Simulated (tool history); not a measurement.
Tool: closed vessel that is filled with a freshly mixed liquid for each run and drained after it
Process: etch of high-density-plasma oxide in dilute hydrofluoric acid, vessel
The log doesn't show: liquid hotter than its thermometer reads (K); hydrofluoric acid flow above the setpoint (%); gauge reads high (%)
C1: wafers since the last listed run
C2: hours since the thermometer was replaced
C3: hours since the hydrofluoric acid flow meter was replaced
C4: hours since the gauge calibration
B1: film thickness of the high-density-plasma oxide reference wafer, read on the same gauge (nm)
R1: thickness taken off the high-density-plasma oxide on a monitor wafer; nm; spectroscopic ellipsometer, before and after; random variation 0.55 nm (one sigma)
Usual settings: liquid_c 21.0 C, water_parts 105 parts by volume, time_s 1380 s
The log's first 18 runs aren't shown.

Run 19, hour 399.1: usual settings but liquid_c 23.0 C, time_s 1715 s; C1 591; C2 63.6; C3 236.6; C4 42.5; B1 130.04. Result: R1 99.95 nm.
Run 20, hour 411.8: usual settings; C1 463; C2 76.3; C3 249.3; C4 55.2; B1 129.97. Result: R1 73.98 nm.
Run 21, hour 436.2: usual settings but time_s 2000 s; C1 891; C2 100.7; C3 273.7; C4 79.6; B1 130.01. Result: R1 106.81 nm.
Run 22, hour 451.8: usual settings; C1 569; C2 116.3; C3 289.3; C4 95.2; B1 130.01. Result: R1 74.84 nm.
Run 23, hour 473.1: usual settings but water_parts 70 parts by volume; C1 778; C2 137.6; C3 310.6; C4 116.5; B1 129.98. Result: R1 114.96 nm.
At hour 485.3: thermometer replaced, repeated, since the last time left the tool worse.
Run 24, hour 496.7: usual settings but water_parts 85 parts by volume, time_s 1960 s; C1 825; C2 11.4; C3 334.2; C4 140.1; B1 130.02. Result: R1 117.83 nm.
Run 25, hour 515.5: usual settings but liquid_c 23.5 C, time_s 1000 s; C1 686; C2 30.2; C3 353.0; C4 158.9; B1 129.97. Result: R1 51.91 nm.
Run 26, hour 547.1: usual settings but liquid_c 25.0 C, time_s 660 s; C1 1154; C2 61.8; C3 384.6; C4 190.5; B1 130.01. Result: R1 36.22 nm.
Run 27, hour 568.9: usual settings but liquid_c 18.5 C, water_parts 135 parts by volume, time_s 1100 s; C1 796; C2 83.6; C3 406.4; C4 212.3; B1 130.06. Result: R1 35.32 nm.
Run 28, hour 586.8: usual settings but liquid_c 17.5 C, time_s 1100 s; C1 653; C2 101.5; C3 424.3; C4 230.2; B1 129.95. Result: R1 44.79 nm.
Run 29, hour 620.8: usual settings but liquid_c 17.0 C, time_s 660 s; C1 1242; C2 135.5; C3 458.3; C4 264.2; B1 130.00. Result: R1 26.17 nm.
Run 30, hour 645.3: usual settings; C1 895; C2 160.0; C3 482.8; C4 288.7; B1 130.02. Result: R1 66.11 nm.
Run 31, hour 667.7: usual settings but liquid_c 23.5 C, water_parts 150 parts by volume, time_s 570 s; C1 818; C2 182.4; C3 505.2; C4 311.1; B1 129.99. Result: R1 19.75 nm.

5 ways to go on from here, each from the tool as it stands after run 31. What would each give?
Run A, hour 668.7: usual settings; C1 36; C2 183.4; C3 506.2; C4 312.1; B1 ?. Result: R1 ?.
Run B, hour 668.7: usual settings but liquid_c 19.0 C; C1 36; C2 183.4; C3 506.2; C4 312.1; B1 ?. Result: R1 ?.
Run C, hour 668.7: usual settings but liquid_c 24.5 C, time_s 1995 s; C1 36; C2 183.4; C3 506.2; C4 312.1; B1 ?. Result: R1 ?.
Run D, hour 668.7: usual settings but liquid_c 19.5 C, water_parts 150 parts by volume, time_s 1680 s; C1 36; C2 183.4; C3 506.2; C4 312.1; B1 ?. Result: R1 ?.
Run E, hour 668.7: usual settings but water_parts 90 parts by volume; C1 36; C2 183.4; C3 506.2; C4 312.1; B1 ?. Result: R1 ?.

run      B1      R1
  A  130.01   65.49
  B  130.01   60.35
  C  130.01  108.84
  D  130.01   50.04
  E  130.01   77.73
Without the tool's hidden state the same runs would have given:
run      R1
  A   64.93
  B   59.83
  C  107.95
  D   49.62
  E   77.07
